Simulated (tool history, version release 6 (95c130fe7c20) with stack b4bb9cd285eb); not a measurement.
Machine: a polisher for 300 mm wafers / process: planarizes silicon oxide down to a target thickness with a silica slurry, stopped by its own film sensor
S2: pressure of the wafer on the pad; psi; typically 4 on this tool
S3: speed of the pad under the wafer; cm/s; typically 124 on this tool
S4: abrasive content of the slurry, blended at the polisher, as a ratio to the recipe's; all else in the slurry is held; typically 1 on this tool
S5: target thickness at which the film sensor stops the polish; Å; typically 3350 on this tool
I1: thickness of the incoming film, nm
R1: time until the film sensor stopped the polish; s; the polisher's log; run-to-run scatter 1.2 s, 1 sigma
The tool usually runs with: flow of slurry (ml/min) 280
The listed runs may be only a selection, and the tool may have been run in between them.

{"run": 1, "hour": 0.0, "flow of slurry (ml/min)": 280, "S2": 4, "S3": 154, "S4": 1.15, "S5": 3350, "I1": 531.2, "R1": 64.8}
{"run": 2, "hour": 10.3, "flow of slurry (ml/min)": 280, "S2": 4, "S3": 154, "S4": 1.15, "S5": 3350, "I1": 542.7, "R1": 70.6}
{"run": 3, "hour": 24.9, "flow of slurry (ml/min)": 280, "S2": 4, "S3": 154, "S4": 1.15, "S5": 3350, "I1": 535.5, "R1": 68.6}
{"run": 4, "hour": 34.7, "flow of slurry (ml/min)": 280, "S2": 4, "S3": 124, "S4": 1, "S5": 3350, "I1": 539.1, "R1": 88.4}
{"run": 5, "hour": 83.4, "flow of slurry (ml/min)": 280, "S2": 4, "S3": 124, "S4": 1, "S5": 3350, "I1": 543.9, "R1": 92.8}
{"run": 6, "hour": 90.3, "flow of slurry (ml/min)": 280, "S2": 4, "S3": 124, "S4": 1, "S5": 3350, "I1": 534.5, "R1": 90.4}
{"run": 7, "hour": 106.8, "flow of slurry (ml/min)": 280, "S2": 4.6, "S3": 124, "S4": 1, "S5": 3350, "I1": 547.8, "R1": 90.4}
{"hour": 127.6, "done": "conditioning disc replaced and pad reconditioned"}
{"hour": 136.5, "done": "worn pad replaced by a new one"}
{"run": 8, "hour": 143.2, "flow of slurry (ml/min)": 200, "S2": 4.5, "S3": 124, "S4": 1.3, "S5": 3350, "I1": 541.6, "R1": 59.7}
{"run": 9, "hour": 151.0, "flow of slurry (ml/min)": 245, "S2": 2.6, "S3": 124, "S4": 1, "S5": 3350, "I1": 546.9, "R1": 108.6}
{"run": 10, "hour": 164.5, "flow of slurry (ml/min)": 280, "S2": 4, "S3": 124, "S4": 1.2, "S5": 3350, "I1": 535.1, "R1": 66.9}
{"hour": 179.5, "done": "slurry blender recalibrated"}
{"run": 11, "hour": 205.9, "flow of slurry (ml/min)": 280, "S2": 4, "S3": 124, "S4": 1, "S5": 3350, "I1": 537.2, "R1": 74.8}
{"hour": 236.0, "done": "head pressure recalibrated"}
{"run": 12, "hour": 251.8, "flow of slurry (ml/min)": 280, "S2": 4, "S3": 124, "S4": 1, "S5": 3350, "I1": 542.5, "R1": 81.6}
{"run": 13, "hour": 265.6, "flow of slurry (ml/min)": 370, "S2": 4, "S3": 152, "S4": 0.75, "S5": 4070, "I1": 541.2, "R1": 54}
{"run": 14, "hour": 273.2, "flow of slurry (ml/min)": 280, "S2": 4, "S3": 124, "S4": 1, "S5": 3350, "I1": 533.3, "R1": 83.1}
{"run": 15, "hour": 279.4, "flow of slurry (ml/min)": 280, "S2": 4, "S3": 124, "S4": 1, "S5": 3350, "I1": 544.5, "R1": 88.9}
{"hour": 291.6, "done": "worn pad replaced by a new one"}
{"run": 16, "hour": 292.5, "flow of slurry (ml/min)": 280, "S2": 5.4, "S3": 96, "S4": 1.15, "S5": 3350, "I1": 539.5, "R1": 66.8}
{"run": 17, "hour": 305.5, "flow of slurry (ml/min)": 280, "S2": 4, "S3": 124, "S4": 1, "S5": 3550, "I1": 538.2, "R1": 67.3}
{"run": 18, "hour": 319.1, "flow of slurry (ml/min)": 220, "S2": 4, "S3": 124, "S4": 1, "S5": 4050, "I1": 535.9, "R1": 51.5}
{"run": 19, "hour": 335.9, "flow of slurry (ml/min)": 280, "S2": 3.6, "S3": 158, "S4": 1, "S5": 3680, "I1": 533.7, "R1": 59.1}
{"run": 20, "hour": 345.6, "flow of slurry (ml/min)": 200, "S2": 4, "S3": 82, "S4": 1.2, "S5": 3780, "I1": 540, "R1": 82}
{"run": 21, "hour": 351.8, "flow of slurry (ml/min)": 360, "S2": 4.6, "S3": 146, "S4": 1, "S5": 3350, "I1": 543.2, "R1": 63.5}
{"run": 22, "hour": 367.9, "flow of slurry (ml/min)": 335, "S2": 4, "S3": 100, "S4": 1, "S5": 3350, "I1": 540.2, "R1": 95.7}
{"run": 23, "hour": 385.4, "flow of slurry (ml/min)": 340, "S2": 2.9, "S3": 124, "S4": 1, "S5": 3350, "I1": 548.3, "R1": 114.8}
{"run": 24, "hour": 435.6, "flow of slurry (ml/min)": 280, "S2": 4, "S3": 124, "S4": 1, "S5": 3350, "I1": 540.3, "R1": 93.1}
{"run": 25, "hour": 452.0, "flow of slurry (ml/min)": 340, "S2": 5, "S3": 124, "S4": 0.75, "S5": 3110, "I1": 541.9, "R1": 100.4}
{"run": 26, "hour": 466.1, "flow of slurry (ml/min)": 205, "S2": 4, "S3": 98, "S4": 1, "S5": 3350, "I1": 541.1, "R1": 110.9}
{"hour": 477.2, "done": "worn pad replaced by a new one"}
{"run": 27, "hour": 477.8, "flow of slurry (ml/min)": 280, "S2": 2.9, "S3": 124, "S4": 1, "S5": 3990, "I1": 536.6, "R1": 73.1}

Alternative continuations, all from the tool just after run 27; predict every row:
{"run": "A", "hour": 478.2, "flow of slurry (ml/min)": 280, "S2": 4, "S3": 124, "S4": 1, "S5": 3350, "I1": 542.5, "R1": "?"}
{"run": "B", "hour": 478.2, "flow of slurry (ml/min)": 280, "S2": 2.8, "S3": 96, "S4": 0.9, "S5": 3040, "I1": 542.5, "R1": "?"}
{"run": "C", "hour": 478.2, "flow of slurry (ml/min)": 280, "S2": 2.7, "S3": 124, "S4": 1, "S5": 3350, "I1": 542.5, "R1": "?"}

run=A R1=83.4
run=B R1=159.2
run=C R1=114.8
What these runs would have given with no unlogged condition in the tool:
run=A R1=68.5
run=B R1=140.2
run=C R1=98.8

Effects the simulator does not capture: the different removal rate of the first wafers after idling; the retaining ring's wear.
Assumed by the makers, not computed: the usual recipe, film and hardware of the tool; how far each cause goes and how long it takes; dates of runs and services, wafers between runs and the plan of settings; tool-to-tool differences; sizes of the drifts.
